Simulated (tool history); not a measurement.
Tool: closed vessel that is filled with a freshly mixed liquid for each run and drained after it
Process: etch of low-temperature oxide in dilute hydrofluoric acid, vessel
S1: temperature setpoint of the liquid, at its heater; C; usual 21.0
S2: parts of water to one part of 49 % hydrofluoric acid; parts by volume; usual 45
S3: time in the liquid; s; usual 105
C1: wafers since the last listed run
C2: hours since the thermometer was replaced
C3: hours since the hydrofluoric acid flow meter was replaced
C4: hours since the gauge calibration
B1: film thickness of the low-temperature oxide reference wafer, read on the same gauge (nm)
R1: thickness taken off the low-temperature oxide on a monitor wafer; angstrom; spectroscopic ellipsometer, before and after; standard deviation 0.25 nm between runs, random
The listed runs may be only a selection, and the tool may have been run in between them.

| run | day | S1 | S2 | S3 | C1 | C2 | C3 | C4 | B1 | R1 |
|---|---|---|---|---|---|---|---|---|---|---|
| 1 | 0.000 | 17.5 | 45 | 135 | 0 | 674.6 | 1785.8 | 207.1 | 90.00 | 719.5 |
| 2 | 1.450 | 17.5 | 45 | 135 | 4856 | 709.4 | 1820.6 | 241.9 | 90.04 | 722.3 |
| 3 | 2.104 | 17.5 | 45 | 105 | 2191 | 725.1 | 1836.3 | 257.6 | 90.01 | 559.8 |
| 4 | 3.338 | 21.0 | 45 | 105 | 4130 | 754.7 | 1865.9 | 287.2 | 90.00 | 654.6 |
| 5 | 4.800 | 21.0 | 45 | 105 | 4898 | 789.8 | 1901.0 | 322.3 | 90.02 | 650.2 |
| 6 | 5.850 | 21.0 | 45 | 105 | 3516 | 815.0 | 1926.2 | 347.5 | 90.01 | 652.6 |
| 7 | 6.717 | 21.0 | 45 | 75 | 2902 | 835.8 | 1947.0 | 368.3 | 90.01 | 468.0 |
|  | 7.867 | gauge calibrated |
| 8 | 8.025 | 17.0 | 45 | 105 | 4382 | 867.2 | 1978.4 | 3.8 | 90.00 | 550.4 |
|  | 8.867 | hydrofluoric acid flow meter replaced |
| 9 | 9.375 | 18.0 | 30 | 105 | 4382 | 899.6 | 12.2 | 36.2 | 90.00 | 799.5 |
| 10 | 10.188 | 25.0 | 30 | 75 | 2721 | 919.1 | 31.7 | 55.7 | 89.99 | 770.3 |
| 11 | 10.996 | 21.0 | 30 | 60 | 2707 | 938.5 | 51.1 | 75.1 | 89.98 | 523.9 |
| 12 | 11.608 | 21.0 | 45 | 105 | 2051 | 953.2 | 65.8 | 89.8 | 89.99 | 596.0 |
| 13 | 12.779 | 17.0 | 35 | 120 | 3921 | 981.3 | 93.9 | 117.9 | 90.02 | 748.3 |
|  | 13.167 | thermometer replaced |
| 14 | 14.258 | 21.0 | 45 | 85 | 4814 | 26.2 | 129.4 | 153.4 | 90.02 | 485.1 |
| 15 | 17.517 | 21.0 | 30 | 145 | 10913 | 104.4 | 207.6 | 231.6 | 89.97 | 1256.6 |
| 16 | 18.946 | 21.0 | 45 | 105 | 4786 | 138.7 | 241.9 | 265.9 | 90.00 | 606.1 |

The logged runs with the hidden state left out (each run's random variation unchanged):
The tool's hidden condition here consists of: liquid colder than its thermometer reads (K); hydrofluoric acid flow above the setpoint (%); gauge reads high (%).
| run | R1 |
|---|---|
| 1 | 646.6 |
| 2 | 648.1 |
| 3 | 501.8 |
| 4 | 585.7 |
| 5 | 580.7 |
| 6 | 582.1 |
| 7 | 417.0 |
| 8 | 490.0 |
| 9 | 784.4 |
| 10 | 754.8 |
| 11 | 512.9 |
| 12 | 582.8 |
| 13 | 730.8 |
| 14 | 472.6 |
| 15 | 1219.8 |
| 16 | 586.9 |

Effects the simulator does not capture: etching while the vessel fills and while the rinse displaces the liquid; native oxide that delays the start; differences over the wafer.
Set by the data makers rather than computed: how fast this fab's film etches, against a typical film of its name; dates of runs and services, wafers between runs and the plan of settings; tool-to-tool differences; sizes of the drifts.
